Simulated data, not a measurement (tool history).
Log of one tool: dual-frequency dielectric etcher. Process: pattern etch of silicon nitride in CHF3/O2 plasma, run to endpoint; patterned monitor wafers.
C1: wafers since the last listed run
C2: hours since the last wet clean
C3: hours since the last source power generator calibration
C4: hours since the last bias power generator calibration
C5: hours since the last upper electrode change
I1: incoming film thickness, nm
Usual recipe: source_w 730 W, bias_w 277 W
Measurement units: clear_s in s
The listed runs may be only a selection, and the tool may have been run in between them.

run 1 hour=0 | source_w=690 bias_w=237 | C1=0 C2=56.5 C3=2300.9 C4=981.3 C5=4782.1 | I1=74.6 | clear_s=46.7
run 2 hour=53.9 | source_w=730 bias_w=254 | C1=585 C2=110.4 C3=2354.8 C4=1035.2 C5=4836 | I1=74.3 | clear_s=43.6
run 3 hour=109.9 | source_w=730 bias_w=230 | C1=608 C2=166.4 C3=2410.8 C4=1091.2 C5=4892 | I1=74.4 | clear_s=46.8
run 4 hour=177.3 | source_w=730 bias_w=230 | C1=732 C2=233.8 C3=2478.2 C4=1158.6 C5=4959.4 | I1=74.7 | clear_s=46.8
run 5 hour=263.7 | source_w=730 bias_w=230 | C1=938 C2=320.2 C3=2564.6 C4=1245 C5=5045.8 | I1=74.5 | clear_s=46.7
run 6 hour=323.7 | source_w=730 bias_w=277 | C1=651 C2=380.2 C3=2624.6 C4=1305 C5=5105.8 | I1=73.9 | clear_s=41.4
-- hour=396.5 wet clean of the chamber
run 7 hour=409.3 | source_w=730 bias_w=299 | C1=669 C2=12.8 C3=2710.2 C4=1390.6 C5=5191.4 | I1=73.9 | clear_s=40.2
run 8 hour=474.2 | source_w=730 bias_w=299 | C1=705 C2=77.7 C3=2775.1 C4=1455.5 C5=5256.3 | I1=74.3 | clear_s=40.4
run 9 hour=536.8 | source_w=730 bias_w=277 | C1=680 C2=140.3 C3=2837.7 C4=1518.1 C5=5318.9 | I1=74 | clear_s=42.2
run 10 hour=603.7 | source_w=730 bias_w=277 | C1=726 C2=207.2 C3=2904.6 C4=1585 C5=5385.8 | I1=73.7 | clear_s=42.1
-- hour=647 bias power generator calibrated
run 11 hour=691.9 | source_w=730 bias_w=223 | C1=914 C2=295.4 C3=2992.8 C4=44.9 C5=5474 | I1=74.8 | clear_s=46.5
-- hour=729.9 upper electrode replaced, of another model than before
run 12 hour=749.7 | source_w=730 bias_w=277 | C1=367 C2=353.2 C3=3050.6 C4=102.7 C5=19.8 | I1=74.8 | clear_s=41.6
-- hour=791.6 source power generator calibrated
run 13 hour=816.7 | source_w=550 bias_w=211 | C1=684 C2=420.2 C3=25.1 C4=169.7 C5=86.8 | I1=73.6 | clear_s=53.9
-- hour=952.7 wet clean of the chamber
run 14 hour=1051.9 | source_w=630 bias_w=256 | C1=2294 C2=99.2 C3=260.3 C4=404.9 C5=322 | I1=74.8 | clear_s=46.9
run 15 hour=1088.1 | source_w=790 bias_w=221 | C1=393 C2=135.4 C3=296.5 C4=441.1 C5=358.2 | I1=74.1 | clear_s=43.1
run 16 hour=1152.6 | source_w=860 bias_w=277 | C1=700 C2=199.9 C3=361 C4=505.6 C5=422.7 | I1=73.9 | clear_s=37.3
run 17 hour=1205.1 | source_w=730 bias_w=277 | C1=570 C2=252.4 C3=413.5 C4=558.1 C5=475.2 | I1=74.1 | clear_s=40.9
run 18 hour=1246.2 | source_w=820 bias_w=233 | C1=446 C2=293.5 C3=454.6 C4=599.2 C5=516.3 | I1=73.9 | clear_s=41.4
run 19 hour=1344.9 | source_w=640 bias_w=335 | C1=1072 C2=392.2 C3=553.3 C4=697.9 C5=615 | I1=74.9 | clear_s=40.9
run 20 hour=1383.1 | source_w=850 bias_w=259 | C1=415 C2=430.4 C3=591.5 C4=736.1 C5=653.2 | I1=74.6 | clear_s=39.1

Consider 4 possible next runs. They are alternatives, not a sequence: every one starts from the tool as it was left by run 20. What does each give?
run A hour=1383.5 | source_w=730 bias_w=252 | C1=4 C2=430.8 C3=591.9 C4=736.5 C5=653.6 | I1=74.4 | clear_s=?
run B hour=1383.5 | source_w=820 bias_w=242 | C1=4 C2=430.8 C3=591.9 C4=736.5 C5=653.6 | I1=74.4 | clear_s=?
run C hour=1383.5 | source_w=680 bias_w=213 | C1=4 C2=430.8 C3=591.9 C4=736.5 C5=653.6 | I1=74.4 | clear_s=?
run D hour=1383.5 | source_w=850 bias_w=277 | C1=4 C2=430.8 C3=591.9 C4=736.5 C5=653.6 | I1=74.4 | clear_s=?

run=A clear_s=43.2
run=B clear_s=41.2
run=C clear_s=48.3
run=D clear_s=38.2
Stripped of hidden state, with their random variation kept, the same runs would have yielded:
run=A clear_s=43.1
run=B clear_s=41.2
run=C clear_s=48.2
run=D clear_s=38.2
